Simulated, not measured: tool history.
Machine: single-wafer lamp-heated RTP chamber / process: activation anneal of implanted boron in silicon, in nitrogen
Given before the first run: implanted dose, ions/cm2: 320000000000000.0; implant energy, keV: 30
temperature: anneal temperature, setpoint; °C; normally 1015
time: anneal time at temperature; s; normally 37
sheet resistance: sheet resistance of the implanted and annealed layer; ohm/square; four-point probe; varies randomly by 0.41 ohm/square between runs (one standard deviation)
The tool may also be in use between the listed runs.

run	hour	temperature	time	read-back reference wafer on the same gauge, sheet resistance	sheet resistance
1	0.0	1028	37	272.08	268.58
2	10.9	1028	37	272.34	268.96
3	23.0	1028	37	272.21	269.08
4	40.3	1015	47	272.48	269.88
5	50.4	1015	47	272.48	269.70
6	57.9	1015	37	272.60	271.25
7	66.0	1015	37	272.63	270.49
8	79.0	1015	37	272.84	271.44
9	85.8	1015	50	272.99	270.04
10	95.7	1015	50	273.09	270.47
11	103.6	1031	54	272.99	268.44
12	115.1	1015	53	273.26	270.18
13	129.1	1030	51	273.43	269.03
14	144.4	1003	31	273.84	275.06
# hour 167.3: reflector plate cleaned
# hour 169.5: pyrometer window cleaned and pyrometer calibrated
15	170.0	1015	46	274.00	271.48
16	174.5	1032	37	273.96	270.59
# hour 184.9: gauge calibrated
17	188.9	1015	37	271.89	270.04
18	199.5	1015	37	271.96	270.38
19	213.7	1031	54	271.84	267.93
20	221.9	1015	37	271.94	270.32
21	238.6	1030	43	271.85	268.30
22	252.7	986	51	271.90	277.24
23	260.1	1000	24	271.91	274.69

Below are 3 alternative next runs, each starting from the tool's condition after run 23. Predict each:
A	260.5	1015	37	?	?
B	260.5	1040	56	?	?
C	260.5	1007	45	?	?

run	read-back reference wafer on the same gauge, sheet resistance	sheet resistance
A	271.94	270.75
B	271.94	267.33
C	271.94	271.61
Stripped of hidden state, with their random variation kept, the same runs would have yielded:
run	sheet resistance
A	270.76
B	267.34
C	271.62

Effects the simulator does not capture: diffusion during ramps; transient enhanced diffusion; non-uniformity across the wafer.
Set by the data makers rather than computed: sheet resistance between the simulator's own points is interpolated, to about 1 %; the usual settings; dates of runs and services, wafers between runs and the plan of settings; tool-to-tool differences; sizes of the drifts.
